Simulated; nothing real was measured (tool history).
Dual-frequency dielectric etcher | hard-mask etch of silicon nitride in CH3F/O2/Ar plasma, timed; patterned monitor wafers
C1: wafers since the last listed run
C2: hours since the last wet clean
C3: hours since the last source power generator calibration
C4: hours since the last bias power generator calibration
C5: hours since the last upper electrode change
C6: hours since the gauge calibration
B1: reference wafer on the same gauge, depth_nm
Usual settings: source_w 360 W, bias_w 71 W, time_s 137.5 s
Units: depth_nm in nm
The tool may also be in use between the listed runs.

run 1 hour=0 | source_w=360 bias_w=71 time_s=137.5 | C1=0 C2=163 C3=2436.6 C4=2738.3 C5=2133.4 C6=1634.3 | B1=90.8 | depth_nm=95.2
run 2 hour=57.6 | source_w=360 bias_w=71 time_s=137.5 | C1=647 C2=220.6 C3=2494.2 C4=2795.9 C5=2191 C6=1691.9 | B1=90.7 | depth_nm=96
run 3 hour=116.5 | source_w=340 bias_w=71 time_s=137.5 | C1=662 C2=279.5 C3=2553.1 C4=2854.8 C5=2249.9 C6=1750.8 | B1=90.7 | depth_nm=94.6
run 4 hour=181.9 | source_w=360 bias_w=71 time_s=137.5 | C1=735 C2=344.9 C3=2618.5 C4=2920.2 C5=2315.3 C6=1816.2 | B1=90.8 | depth_nm=96.1
run 5 hour=453.7 | source_w=360 bias_w=71 time_s=137.5 | C1=3056 C2=616.7 C3=2890.3 C4=3192 C5=2587.1 C6=2088 | B1=90.7 | depth_nm=98.2
run 6 hour=498.8 | source_w=290 bias_w=71 time_s=137.5 | C1=507 C2=661.8 C3=2935.4 C4=3237.1 C5=2632.2 C6=2133.1 | B1=90.7 | depth_nm=90.4
-- hour=562.6 wet clean of the chamber
run 7 hour=569.7 | source_w=290 bias_w=71 time_s=137.5 | C1=527 C2=7.1 C3=3006.3 C4=3308 C5=2703.1 C6=2204 | B1=90.7 | depth_nm=86.8
run 8 hour=658.4 | source_w=360 bias_w=71 time_s=137.5 | C1=997 C2=95.8 C3=3095 C4=3396.7 C5=2791.8 C6=2292.7 | B1=90.7 | depth_nm=93.7
-- hour=683.2 source power generator calibrated
run 9 hour=755.7 | source_w=360 bias_w=71 time_s=137.5 | C1=1049 C2=193.1 C3=72.5 C4=3494 C5=2889.1 C6=2390 | B1=90.7 | depth_nm=95.9
run 10 hour=849 | source_w=360 bias_w=71 time_s=137.5 | C1=1049 C2=286.4 C3=165.8 C4=3587.3 C5=2982.4 C6=2483.3 | B1=90.8 | depth_nm=95.6
-- hour=876.3 bias power generator calibrated
run 11 hour=890.8 | source_w=390 bias_w=61 time_s=117 | C1=425 C2=328.2 C3=207.6 C4=14.5 C5=3024.2 C6=2525.1 | B1=90.9 | depth_nm=77.9
-- hour=944.7 gauge calibrated
run 12 hour=954.5 | source_w=280 bias_w=78 time_s=137.5 | C1=716 C2=391.9 C3=271.3 C4=78.2 C5=3087.9 C6=9.8 | B1=90.7 | depth_nm=91.5
-- hour=1007.9 upper electrode replaced
run 13 hour=1038.4 | source_w=360 bias_w=71 time_s=153.5 | C1=673 C2=475.8 C3=355.2 C4=162.1 C5=30.5 C6=93.7 | B1=90.8 | depth_nm=108.6
run 14 hour=1108.1 | source_w=400 bias_w=78 time_s=126.5 | C1=783 C2=545.5 C3=424.9 C4=231.8 C5=100.2 C6=163.4 | B1=90.8 | depth_nm=97.2
-- hour=1160.9 wet clean of the chamber
run 15 hour=1197.3 | source_w=360 bias_w=71 time_s=178.5 | C1=733 C2=36.4 C3=514.1 C4=321 C5=189.4 C6=252.6 | B1=90.8 | depth_nm=123.3
run 16 hour=1289.8 | source_w=360 bias_w=56 time_s=137.5 | C1=1040 C2=128.9 C3=606.6 C4=413.5 C5=281.9 C6=345.1 | B1=90.6 | depth_nm=85.1
run 17 hour=1345.5 | source_w=360 bias_w=66 time_s=119.5 | C1=626 C2=184.6 C3=662.3 C4=469.2 C5=337.6 C6=400.8 | B1=90.6 | depth_nm=79.5
run 18 hour=1542.2 | source_w=360 bias_w=71 time_s=137.5 | C1=2212 C2=381.3 C3=859 C4=665.9 C5=534.3 C6=597.5 | B1=90.6 | depth_nm=96.8
run 19 hour=1620.3 | source_w=360 bias_w=71 time_s=137.5 | C1=878 C2=459.4 C3=937.1 C4=744 C5=612.4 C6=675.6 | B1=90.8 | depth_nm=97.7
run 20 hour=1691.5 | source_w=360 bias_w=71 time_s=137.5 | C1=800 C2=530.6 C3=1008.3 C4=815.2 C5=683.6 C6=746.8 | B1=90.5 | depth_nm=96.8
-- hour=1759.3 wet clean of the chamber
run 21 hour=1759.8 | source_w=360 bias_w=71 time_s=137.5 | C1=498 C2=0.5 C3=1076.6 C4=883.5 C5=751.9 C6=815.1 | B1=90.7 | depth_nm=95.9
run 22 hour=1832.5 | source_w=360 bias_w=71 time_s=153.5 | C1=817 C2=73.2 C3=1149.3 C4=956.2 C5=824.6 C6=887.8 | B1=90.7 | depth_nm=106.5
run 23 hour=1914.7 | source_w=360 bias_w=71 time_s=137.5 | C1=924 C2=155.4 C3=1231.5 C4=1038.4 C5=906.8 C6=970 | B1=90.6 | depth_nm=96.7
run 24 hour=2202.7 | source_w=360 bias_w=84 time_s=101 | C1=3238 C2=443.4 C3=1519.5 C4=1326.4 C5=1194.8 C6=1258 | B1=90.6 | depth_nm=76.9
run 25 hour=2280.3 | source_w=450 bias_w=86 time_s=113 | C1=872 C2=521 C3=1597.1 C4=1404 C5=1272.4 C6=1335.6 | B1=90.7 | depth_nm=96.9
run 26 hour=2345.4 | source_w=290 bias_w=66 time_s=176.5 | C1=732 C2=586.1 C3=1662.2 C4=1469.1 C5=1337.5 C6=1400.7 | B1=90.6 | depth_nm=113.3
-- hour=2423.3 wet clean of the chamber
run 27 hour=2430.9 | source_w=360 bias_w=71 time_s=173.5 | C1=691 C2=7.6 C3=1747.7 C4=1554.6 C5=1423 C6=1486.2 | B1=90.5 | depth_nm=118.4
run 28 hour=2473.8 | source_w=320 bias_w=80 time_s=103.5 | C1=482 C2=50.5 C3=1790.6 C4=1597.5 C5=1465.9 C6=1529.1 | B1=90.7 | depth_nm=71.7
run 29 hour=2531.3 | source_w=360 bias_w=71 time_s=114 | C1=646 C2=108 C3=1848.1 C4=1655 C5=1523.4 C6=1586.6 | B1=90.5 | depth_nm=78.4
run 30 hour=2636.6 | source_w=430 bias_w=71 time_s=122.5 | C1=1184 C2=213.3 C3=1953.4 C4=1760.3 C5=1628.7 C6=1691.9 | B1=90.7 | depth_nm=90.6

Measured less the same run without the tool's hidden state. The same run-to-run variation is in both; the gauge's scatter may not be:
The hidden state here: etch rate over this chamber's usual, %; source power that arrives over what is set, %; bias power that arrives over what is set, %; gauge reads high (%).
run=1 depth_nm=+1.1
run=2 depth_nm=+1.5
run=3 depth_nm=+1.8
run=4 depth_nm=+2.3
run=5 depth_nm=+4.1
run=6 depth_nm=+4
run=7 depth_nm=-0.4
run=8 depth_nm=+0.1
run=9 depth_nm=+0.8
run=10 depth_nm=+1.4
run=11 depth_nm=+1.3
run=12 depth_nm=+2
run=13 depth_nm=+3
run=14 depth_nm=+3.1
run=15 depth_nm=-0.4
run=16 depth_nm=+0.3
run=17 depth_nm=+0.5
run=18 depth_nm=+2
run=19 depth_nm=+2.5
run=20 depth_nm=+2.9
run=21 depth_nm=+0.6
run=22 depth_nm=+1.2
run=23 depth_nm=+1.6
run=24 depth_nm=+2.8
run=25 depth_nm=+4
run=26 depth_nm=+5.1
run=27 depth_nm=-0.3
run=28 depth_nm=+0.1
run=29 depth_nm=+0.4
run=30 depth_nm=+1.1

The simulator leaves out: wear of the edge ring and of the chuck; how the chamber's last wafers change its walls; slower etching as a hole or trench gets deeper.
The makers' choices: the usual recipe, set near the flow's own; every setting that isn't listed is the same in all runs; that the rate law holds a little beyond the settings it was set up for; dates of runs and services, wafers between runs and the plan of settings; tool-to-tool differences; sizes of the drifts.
